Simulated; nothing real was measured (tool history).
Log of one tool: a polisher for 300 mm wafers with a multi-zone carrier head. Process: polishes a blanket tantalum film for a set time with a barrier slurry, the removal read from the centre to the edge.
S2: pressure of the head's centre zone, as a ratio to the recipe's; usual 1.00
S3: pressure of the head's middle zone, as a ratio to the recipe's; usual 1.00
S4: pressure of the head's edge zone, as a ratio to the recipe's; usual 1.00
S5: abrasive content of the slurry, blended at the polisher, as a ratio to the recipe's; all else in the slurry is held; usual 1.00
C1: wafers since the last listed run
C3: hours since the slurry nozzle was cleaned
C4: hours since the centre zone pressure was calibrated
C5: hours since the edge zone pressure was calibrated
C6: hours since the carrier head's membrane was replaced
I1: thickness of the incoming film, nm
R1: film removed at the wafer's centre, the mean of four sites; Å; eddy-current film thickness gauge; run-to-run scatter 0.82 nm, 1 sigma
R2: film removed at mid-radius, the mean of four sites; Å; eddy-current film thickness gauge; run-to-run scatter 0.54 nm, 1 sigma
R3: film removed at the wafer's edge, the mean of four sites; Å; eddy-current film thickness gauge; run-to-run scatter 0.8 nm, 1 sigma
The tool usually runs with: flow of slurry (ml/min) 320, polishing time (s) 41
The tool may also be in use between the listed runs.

run 1 hour=0.0 | flow_of_slurry_(ml/min)=320 S2=1.00 S3=1.00 S4=1.00 S5=1.00 polishing_time_(s)=41 | C1=0 wafers_polished_on_this_pad=733 C3=361.3 C4=651.4 C5=601.5 C6=317.6 | I1=355.5 | R1=686 R2=698 R3=716
run 2 hour=88.3 | flow_of_slurry_(ml/min)=320 S2=1.00 S3=1.00 S4=0.97 S5=1.00 polishing_time_(s)=41 | C1=864 wafers_polished_on_this_pad=1597 C3=449.6 C4=739.7 C5=689.8 C6=405.9 | I1=363.9 | R1=705 R2=701 R3=693
run 3 hour=192.2 | flow_of_slurry_(ml/min)=320 S2=1.00 S3=1.00 S4=0.97 S5=1.00 polishing_time_(s)=41 | C1=1017 wafers_polished_on_this_pad=2615 C3=553.5 C4=843.6 C5=793.7 C6=509.8 | I1=363.1 | R1=698 R2=711 R3=691
-- hour=215.4 slurry nozzle cleaned
run 4 hour=245.7 | flow_of_slurry_(ml/min)=320 S2=0.91 S3=1.00 S4=1.00 S5=1.00 polishing_time_(s)=41 | C1=514 wafers_polished_on_this_pad=3129 C3=30.3 C4=897.1 C5=847.2 C6=563.3 | I1=359.9 | R1=652 R2=700 R3=693
run 5 hour=288.4 | flow_of_slurry_(ml/min)=320 S2=1.00 S3=1.00 S4=1.00 S5=1.00 polishing_time_(s)=41 | C1=418 wafers_polished_on_this_pad=3547 C3=73.0 C4=939.8 C5=889.9 C6=606.0 | I1=364.7 | R1=702 R2=702 R3=702
-- hour=317.6 worn pad replaced by a new one
run 6 hour=327.9 | flow_of_slurry_(ml/min)=320 S2=1.00 S3=1.00 S4=1.00 S5=1.00 polishing_time_(s)=41 | C1=347 wafers_polished_on_this_pad=101 C3=112.5 C4=979.3 C5=929.4 C6=645.5 | I1=364.7 | R1=721 R2=706 R3=707
-- hour=353.3 edge zone pressure recalibrated
-- hour=394.7 carrier head's membrane replaced by a new one
run 7 hour=428.2 | flow_of_slurry_(ml/min)=320 S2=1.00 S3=1.00 S4=1.00 S5=1.00 polishing_time_(s)=41 | C1=913 wafers_polished_on_this_pad=1014 C3=212.8 C4=1079.6 C5=74.9 C6=33.5 | I1=361.9 | R1=723 R2=707 R3=702
run 8 hour=466.7 | flow_of_slurry_(ml/min)=320 S2=1.00 S3=0.93 S4=1.00 S5=1.00 polishing_time_(s)=41 | C1=376 wafers_polished_on_this_pad=1391 C3=251.3 C4=1118.1 C5=113.4 C6=72.0 | I1=363.3 | R1=735 R2=665 R3=708
run 9 hour=562.5 | flow_of_slurry_(ml/min)=215 S2=1.00 S3=0.95 S4=1.00 S5=1.10 polishing_time_(s)=41 | C1=937 wafers_polished_on_this_pad=2329 C3=347.1 C4=1213.9 C5=209.2 C6=167.8 | I1=352.9 | R1=730 R2=662 R3=682
run 10 hour=661.5 | flow_of_slurry_(ml/min)=320 S2=1.00 S3=1.00 S4=1.00 S5=1.00 polishing_time_(s)=35 | C1=969 wafers_polished_on_this_pad=3298 C3=446.1 C4=1312.9 C5=308.2 C6=266.8 | I1=361.5 | R1=666 R2=596 R3=600
-- hour=692.9 centre zone pressure recalibrated
-- hour=707.9 worn pad replaced by a new one
run 11 hour=759.9 | flow_of_slurry_(ml/min)=320 S2=1.00 S3=1.00 S4=0.94 S5=0.80 polishing_time_(s)=48 | C1=904 wafers_polished_on_this_pad=509 C3=544.5 C4=67.0 C5=406.6 C6=365.2 | I1=357.1 | R1=765 R2=785 R3=760
run 12 hour=839.1 | flow_of_slurry_(ml/min)=320 S2=1.00 S3=1.00 S4=1.00 S5=1.00 polishing_time_(s)=41 | C1=775 wafers_polished_on_this_pad=1284 C3=623.7 C4=146.2 C5=485.8 C6=444.4 | I1=363.1 | R1=694 R2=697 R3=704
-- hour=840.4 slurry nozzle cleaned
run 13 hour=935.2 | flow_of_slurry_(ml/min)=320 S2=1.00 S3=1.00 S4=1.00 S5=1.00 polishing_time_(s)=41 | C1=931 wafers_polished_on_this_pad=2215 C3=94.8 C4=242.3 C5=581.9 C6=540.5 | I1=366.2 | R1=697 R2=706 R3=683
-- hour=1037.6 worn pad replaced by a new one
-- hour=1041.1 carrier head's membrane replaced by a new one
run 14 hour=1041.6 | flow_of_slurry_(ml/min)=250 S2=1.00 S3=1.00 S4=0.90 S5=0.80 polishing_time_(s)=33 | C1=968 wafers_polished_on_this_pad=4 C3=201.2 C4=348.7 C5=688.3 C6=0.5 | I1=360.6 | R1=518 R2=525 R3=502
run 15 hour=1082.8 | flow_of_slurry_(ml/min)=425 S2=0.96 S3=1.00 S4=1.00 S5=1.00 polishing_time_(s)=41 | C1=403 wafers_polished_on_this_pad=408 C3=242.4 C4=389.9 C5=729.5 C6=41.7 | I1=361.8 | R1=716 R2=724 R3=700
run 16 hour=1152.2 | flow_of_slurry_(ml/min)=320 S2=0.94 S3=1.00 S4=1.00 S5=1.25 polishing_time_(s)=32 | C1=679 wafers_polished_on_this_pad=1087 C3=311.8 C4=459.3 C5=798.9 C6=111.1 | I1=360.6 | R1=553 R2=578 R3=570
run 17 hour=1244.1 | flow_of_slurry_(ml/min)=320 S2=1.00 S3=0.95 S4=1.06 S5=1.15 polishing_time_(s)=41 | C1=899 wafers_polished_on_this_pad=1987 C3=403.7 C4=551.2 C5=890.8 C6=203.0 | I1=366.2 | R1=752 R2=701 R3=756
run 18 hour=1297.1 | flow_of_slurry_(ml/min)=320 S2=1.00 S3=1.09 S4=1.00 S5=1.00 polishing_time_(s)=41 | C1=518 wafers_polished_on_this_pad=2506 C3=456.7 C4=604.2 C5=943.8 C6=256.0 | I1=361.2 | R1=733 R2=759 R3=705
-- hour=1335.6 edge zone pressure recalibrated
-- hour=1347.2 worn pad replaced by a new one
run 19 hour=1381.0 | flow_of_slurry_(ml/min)=320 S2=0.89 S3=1.12 S4=0.95 S5=0.75 polishing_time_(s)=41 | C1=762 wafers_polished_on_this_pad=331 C3=540.6 C4=688.1 C5=45.4 C6=339.9 | I1=362.8 | R1=613 R2=732 R3=644
-- hour=1459.5 slurry nozzle cleaned
run 20 hour=1473.1 | flow_of_slurry_(ml/min)=320 S2=1.00 S3=1.00 S4=1.00 S5=1.00 polishing_time_(s)=41 | C1=891 wafers_polished_on_this_pad=1223 C3=13.6 C4=780.2 C5=137.5 C6=432.0 | I1=358.8 | R1=748 R2=704 R3=714
run 21 hour=1532.5 | flow_of_slurry_(ml/min)=320 S2=1.00 S3=1.00 S4=1.00 S5=1.00 polishing_time_(s)=41 | C1=581 wafers_polished_on_this_pad=1804 C3=73.0 C4=839.6 C5=196.9 C6=491.4 | I1=363.6 | R1=756 R2=703 R3=695

For each entry between runs, how does the tool's hidden state at the last listed run before it compare with that at the first listed run after it?
Run 3 -> run 4: slurry nozzle cleaned (hour 215.4)
  deviation of the centre zone's pressure from its setpoint, %: 2.19 -> 3
  what was measured, less what the result would be without the hidden state, R1: +15 -> +19 Å
Run 5 -> run 6: worn pad replaced by a new one (hour 317.6)
  deviation of the centre zone's pressure from its setpoint, %: 3.68 -> 4.34
  what was measured, less what the result would be without the hidden state, R1: +25 -> +30 Å
Run 6 -> run 7: edge zone pressure recalibrated (hour 353.3); carrier head's membrane replaced by a new one (hour 394.7)
  deviation of the centre zone's pressure from its setpoint, %: 4.34 -> 6.14
  what was measured, less what the result would be without the hidden state, R1: +30 -> +43 Å
Run 10 -> run 11: centre zone pressure recalibrated (hour 692.9); worn pad replaced by a new one (hour 707.9)
  deviation of the centre zone's pressure from its setpoint, %: 11 -> 2.01
  what was measured, less what the result would be without the hidden state, R1: +66 -> +15 Å
Run 12 -> run 13: slurry nozzle cleaned (hour 840.4)
  deviation of the centre zone's pressure from its setpoint, %: 2.16 -> 2.48
  what was measured, less what the result would be without the hidden state, R1: +15 -> +17 Å
Run 13 -> run 14: worn pad replaced by a new one (hour 1037.6); carrier head's membrane replaced by a new one (hour 1041.1)
  deviation of the centre zone's pressure from its setpoint, %: 2.48 -> 3.03
  what was measured, less what the result would be without the hidden state, R1: +17 -> +16 Å
Run 18 -> run 19: edge zone pressure recalibrated (hour 1335.6); worn pad replaced by a new one (hour 1347.2)
  deviation of the centre zone's pressure from its setpoint, %: 5.15 -> 6.09
  what was measured, less what the result would be without the hidden state, R1: +37 -> +36 Å
Run 19 -> run 20: slurry nozzle cleaned (hour 1459.5)
  deviation of the centre zone's pressure from its setpoint, %: 6.09 -> 7.27
  what was measured, less what the result would be without the hidden state, R1: +36 -> +51 Å
